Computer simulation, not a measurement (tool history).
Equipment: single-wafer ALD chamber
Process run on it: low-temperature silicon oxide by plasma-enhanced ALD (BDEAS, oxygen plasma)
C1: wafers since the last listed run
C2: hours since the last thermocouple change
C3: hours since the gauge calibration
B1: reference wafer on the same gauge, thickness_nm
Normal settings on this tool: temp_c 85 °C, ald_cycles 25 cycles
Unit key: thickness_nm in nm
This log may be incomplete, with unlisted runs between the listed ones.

run 1 hour=0.0 | temp_c=85 ald_cycles=25 | C1=0 C2=988.6 C3=269.4 | B1=3.422 | thickness_nm=3.500
run 2 hour=19.8 | temp_c=85 ald_cycles=25 | C1=123 C2=1008.4 C3=289.2 | B1=3.422 | thickness_nm=3.491
run 3 hour=45.7 | temp_c=73 ald_cycles=25 | C1=161 C2=1034.3 C3=315.1 | B1=3.424 | thickness_nm=3.678
-- hour=54.5 gauge calibrated
run 4 hour=61.6 | temp_c=73 ald_cycles=25 | C1=98 C2=1050.2 C3=7.1 | B1=3.419 | thickness_nm=3.660
run 5 hour=92.7 | temp_c=85 ald_cycles=24 | C1=193 C2=1081.3 C3=38.2 | B1=3.420 | thickness_nm=3.363
run 6 hour=166.6 | temp_c=85 ald_cycles=24 | C1=459 C2=1155.2 C3=112.1 | B1=3.424 | thickness_nm=3.359
run 7 hour=192.0 | temp_c=85 ald_cycles=25 | C1=158 C2=1180.6 C3=137.5 | B1=3.419 | thickness_nm=3.498
run 8 hour=212.8 | temp_c=85 ald_cycles=25 | C1=129 C2=1201.4 C3=158.3 | B1=3.422 | thickness_nm=3.508
run 9 hour=241.6 | temp_c=85 ald_cycles=25 | C1=179 C2=1230.2 C3=187.1 | B1=3.415 | thickness_nm=3.495
run 10 hour=265.5 | temp_c=97 ald_cycles=24 | C1=148 C2=1254.1 C3=211.0 | B1=3.417 | thickness_nm=3.241
run 11 hour=300.2 | temp_c=79 ald_cycles=25 | C1=215 C2=1288.8 C3=245.7 | B1=3.418 | thickness_nm=3.555
run 12 hour=329.9 | temp_c=85 ald_cycles=30 | C1=184 C2=1318.5 C3=275.4 | B1=3.417 | thickness_nm=4.195
-- hour=331.1 gauge calibrated
run 13 hour=349.4 | temp_c=85 ald_cycles=25 | C1=121 C2=1338.0 C3=18.3 | B1=3.421 | thickness_nm=3.476
-- hour=387.4 thermocouple changed; heater temperature recalibrated
run 14 hour=387.9 | temp_c=85 ald_cycles=23 | C1=189 C2=0.5 C3=56.8 | B1=3.420 | thickness_nm=3.286
run 15 hour=413.7 | temp_c=85 ald_cycles=25 | C1=160 C2=26.3 C3=82.6 | B1=3.417 | thickness_nm=3.563
run 16 hour=442.4 | temp_c=72 ald_cycles=23 | C1=178 C2=55.0 C3=111.3 | B1=3.421 | thickness_nm=3.425
run 17 hour=464.5 | temp_c=70 ald_cycles=20 | C1=137 C2=77.1 C3=133.4 | B1=3.423 | thickness_nm=3.003
run 18 hour=519.1 | temp_c=99 ald_cycles=27 | C1=339 C2=131.7 C3=188.0 | B1=3.419 | thickness_nm=3.666
run 19 hour=550.2 | temp_c=99 ald_cycles=22 | C1=193 C2=162.8 C3=219.1 | B1=3.419 | thickness_nm=2.981

What if the next run were any one of these 5? Each begins from the tool's condition after run 19:
run A hour=550.6 | temp_c=85 ald_cycles=25 | C1=2 C2=163.2 C3=219.5 | B1=? | thickness_nm=?
run B hour=550.6 | temp_c=95 ald_cycles=23 | C1=2 C2=163.2 C3=219.5 | B1=? | thickness_nm=?
run C hour=550.6 | temp_c=98 ald_cycles=23 | C1=2 C2=163.2 C3=219.5 | B1=? | thickness_nm=?
run D hour=550.6 | temp_c=85 ald_cycles=27 | C1=2 C2=163.2 C3=219.5 | B1=? | thickness_nm=?
run E hour=550.6 | temp_c=93 ald_cycles=23 | C1=2 C2=163.2 C3=219.5 | B1=? | thickness_nm=?

run=A B1=3.417 thickness_nm=3.555
run=B B1=3.417 thickness_nm=3.158
run=C B1=3.417 thickness_nm=3.125
run=D B1=3.417 thickness_nm=3.840
run=E B1=3.417 thickness_nm=3.181
The same runs, with their run-to-run variation unchanged, on a tool lacking any hidden condition would have given:
run=A thickness_nm=3.576
run=B thickness_nm=3.177
run=C thickness_nm=3.144
run=D thickness_nm=3.862
run=E thickness_nm=3.200
